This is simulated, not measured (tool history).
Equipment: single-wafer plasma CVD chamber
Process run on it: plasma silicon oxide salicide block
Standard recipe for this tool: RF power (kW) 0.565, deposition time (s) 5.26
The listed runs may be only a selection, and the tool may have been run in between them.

run	hour	RF power (kW)	deposition time (s)	read-back reference wafer on the same gauge, thickness_nm	mean film thickness on the monitor wafer (nm)
1	0	0.565	4.76	59.097	50.684
2	93.8	0.615	4.42	59.115	47.733
3	148.2	0.615	4.42	59.173	47.656
4	248.6	0.565	5.26	59.046	55.513
5	339.3	0.565	5.26	59.111	55.532
6	436.8	0.565	5.26	59.036	55.592
7	479.9	0.5	5.26	59.077	53.911
8	577.2	0.5	5.26	59.119	53.926
9	668.5	0.635	5.26	59.072	57.128
10	708	0.565	5.26	59.11	55.382
11	791.7	0.46	5.26	59.064	53.035
12	872.8	0.49	5.92	59.065	60.221
13	918.5	0.615	4.42	59.132	47.618
14	974.7	0.565	5.26	59.165	55.26
15	1036.5	0.565	5.26	59.086	56.497
16	1120.6	0.52	4.43	59.117	46.437
17	1157.5	0.66	5.26	59.068	58.307
18	1259.8	0.645	5.74	59.074	62.958
19	1345.3	0.565	4.25	59.101	45.227
20	1452.5	0.465	5.76	59.126	58.534

Put back what was entered between runs (3 entries, withheld): which listed runs does each sit between, and how does the hidden state differ from the listed run before to the listed run after?
Between runs 11 and 12: gauge calibrated (hour 857.4)
  delivered RF power above the setpoint (%): -7.82 -> -7.94
  difference, measured minus the result without the unlogged condition, mean film thickness on the monitor wafer (nm): -1.014 -> -1.171
Between runs 13 and 14: showerhead replaced (hour 938.2)
  delivered RF power above the setpoint (%): -8.01 -> -8.08
  difference, measured minus the result without the unlogged condition, mean film thickness on the monitor wafer (nm): -0.933 -> -1.093
Between runs 14 and 15: RF generator calibrated (hour 1036)
  delivered RF power above the setpoint (%): -8.08 -> -0.207
  difference, measured minus the result without the unlogged condition, mean film thickness on the monitor wafer (nm): -1.093 -> -0.027
